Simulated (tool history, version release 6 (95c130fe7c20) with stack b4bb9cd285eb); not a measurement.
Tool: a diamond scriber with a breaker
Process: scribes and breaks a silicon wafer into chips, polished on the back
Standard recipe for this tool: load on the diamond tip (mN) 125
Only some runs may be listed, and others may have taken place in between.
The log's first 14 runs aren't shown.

| run | day | load on the diamond tip (mN) | wafers since the last listed run | hours since the diamond tip was replaced | hours since the load on the tip was calibrated | incoming depth of the damage left on the back of the incoming wafer, um | depth of the median crack under the scribed line (nm) | chips rejected at inspection after the break (%) |
|---|---|---|---|---|---|---|---|---|
| 15 | 41.008 | 117 | 122 | 329.1 | 1338.6 | 0.02 | 13030 | 0.53 |
| 16 | 46.992 | 117 | 356 | 472.7 | 1482.2 | 0.01 | 13240 | 0.56 |
|  | 47.988 | diamond tip replaced by a new one |
| 17 | 48.875 | 117 | 107 | 21.3 | 1527.4 | 0.02 | 13260 | 0.66 |
| 18 | 53.904 | 125 | 299 | 142.0 | 1648.1 | 0.01 | 14010 | 1.30 |
| 19 | 55.233 | 162 | 79 | 173.9 | 1680.0 | 0.03 | 16190 | 6.90 |
| 20 | 57.933 | 115 | 160 | 238.7 | 1744.8 | 0.03 | 13620 | 0.61 |
| 21 | 59.525 | 136 | 94 | 276.9 | 1783.0 | 0.02 | 15120 | 2.46 |
| 22 | 61.588 | 110 | 122 | 326.4 | 1832.5 | 0.04 | 13290 | 0.48 |

Forecast run 23:
|  | 63.808 | diamond tip replaced by a new one |
| 23 | 64.246 | 125 | 153 | 10.5 | 1896.3 | 0.02 | ? | ? |

For run 23 the tool returned depth of the median crack under the scribed line (nm) 14340, chips rejected at inspection after the break (%) 1.53.
Minus the tool's unlogged condition, the same run would have read depth of the median crack under the scribed line (nm) 12990, chips rejected at inspection after the break (%) 0.46.
